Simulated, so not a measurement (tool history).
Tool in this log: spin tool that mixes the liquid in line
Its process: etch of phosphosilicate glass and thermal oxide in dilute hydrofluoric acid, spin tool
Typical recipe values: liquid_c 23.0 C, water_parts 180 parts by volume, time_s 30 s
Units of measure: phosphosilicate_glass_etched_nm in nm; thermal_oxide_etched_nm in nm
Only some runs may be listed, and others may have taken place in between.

run	hour	liquid_c	water_parts	time_s	wafers since the last listed run	hours since the thermometer was replaced	hours since the hydrofluoric acid flow meter was replaced	hours since the gauge calibration	read-back film thickness of the phosphosilicate glass reference wafer, read on the same gauge (nm)	read-back film thickness of the thermal oxide reference wafer, read on the same gauge (nm)	phosphosilicate_glass_etched_nm	thermal_oxide_etched_nm
1	0.0	27.0	180	30	0	726.4	1188.4	608.2	29.93	40.014	29.72	0.802
2	86.9	25.5	220	30	1715	813.3	1275.3	695.1	29.94	39.960	21.48	0.648
3	157.2	25.5	220	30	1387	883.6	1345.6	765.4	30.01	39.995	22.09	0.633
4	230.9	25.5	220	30	1454	957.3	1419.3	839.1	29.98	40.038	21.56	0.628
5	321.5	23.0	180	30	1788	1047.9	1509.9	929.7	30.05	39.968	25.23	0.705
6	401.0	23.0	180	30	1569	1127.4	1589.4	1009.2	29.99	40.009	24.59	0.699
7	460.9	23.0	180	30	1182	1187.3	1649.3	1069.1	29.97	40.014	24.21	0.685
8	535.6	20.0	160	30	1474	1262.0	1724.0	1143.8	30.01	39.993	25.36	0.664
9	633.6	20.0	160	30	1934	1360.0	1822.0	1241.8	30.04	40.005	24.87	0.697
10	686.1	26.0	180	30	1036	1412.5	1874.5	1294.3	30.04	40.025	26.91	0.769
11	782.1	23.0	180	30	1894	1508.5	1970.5	1390.3	30.02	39.947	23.72	0.673
# hour 845.6: thermometer replaced
12	846.2	23.0	245	30	1245	0.6	2034.6	1454.4	30.00	39.999	17.20	0.467
13	929.3	23.0	180	30	1640	83.7	2117.7	1537.5	30.03	40.038	25.38	0.702
# hour 996.0: hydrofluoric acid flow meter replaced
14	1168.7	23.0	180	30	4705	323.1	172.7	1776.9	30.02	39.965	27.69	0.759

Run 15 has not been measured yet. What should we expect?
# hour 1182.6: gauge calibrated
15	1246.9	26.5	140	25	1543	401.3	250.9	64.3	?	?	?	?

{"run 15": {"read-back film thickness of the phosphosilicate glass reference wafer, read on the same gauge (nm)": 30.02, "read-back film thickness of the thermal oxide reference wafer, read on the same gauge (nm)": 40.018, "phosphosilicate_glass_etched_nm": 35.23, "thermal_oxide_etched_nm": 1.032}}
The same run, on a tool lacking any hidden state, would have yielded phosphosilicate_glass_etched_nm 36.79 nm, thermal_oxide_etched_nm 1.077 nm.

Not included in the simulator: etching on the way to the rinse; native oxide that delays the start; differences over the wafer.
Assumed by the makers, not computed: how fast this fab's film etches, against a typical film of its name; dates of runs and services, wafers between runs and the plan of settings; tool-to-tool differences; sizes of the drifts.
